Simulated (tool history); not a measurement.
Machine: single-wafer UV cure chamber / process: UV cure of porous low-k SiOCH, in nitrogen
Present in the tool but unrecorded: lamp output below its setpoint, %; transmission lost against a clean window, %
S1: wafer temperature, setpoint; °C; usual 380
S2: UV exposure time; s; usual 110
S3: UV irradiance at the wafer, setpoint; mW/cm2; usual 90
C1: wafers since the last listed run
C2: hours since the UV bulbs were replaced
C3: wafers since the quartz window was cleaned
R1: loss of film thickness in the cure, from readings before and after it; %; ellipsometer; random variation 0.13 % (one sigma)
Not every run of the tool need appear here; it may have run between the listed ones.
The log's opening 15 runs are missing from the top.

| run | hour | S1 | S2 | S3 | C1 | C2 | C3 | R1 |
|---|---|---|---|---|---|---|---|---|
| 16 | 194.6 | 374 | 110 | 90 | 84 | 1625.0 | 549 | 6.631 |
| 17 | 204.4 | 374 | 110 | 90 | 72 | 1634.8 | 622 | 6.617 |
| 18 | 215.9 | 374 | 110 | 90 | 85 | 1646.3 | 708 | 6.577 |
| 19 | 225.7 | 380 | 125 | 115 | 72 | 1656.1 | 781 | 8.174 |
|  | 244.3 | quartz window cleaned |
| 20 | 244.8 | 380 | 110 | 90 | 82 | 1675.2 | 3 | 6.824 |
| 21 | 263.8 | 380 | 110 | 90 | 141 | 1694.2 | 144 | 6.821 |
| 22 | 278.8 | 380 | 110 | 90 | 111 | 1709.2 | 256 | 6.679 |
| 23 | 292.2 | 380 | 110 | 90 | 99 | 1722.6 | 356 | 6.785 |
| 24 | 307.3 | 380 | 110 | 90 | 112 | 1737.7 | 468 | 6.697 |

Run 25 comes next. What will it give?
| 25 | 323.9 | 368 | 110 | 126 | 123 | 1754.3 | 592 | ? |

R1: 7.998 %
Were there no unlogged condition in the tool, this run, its random variation unchanged, would have produced R1 10.153 %.
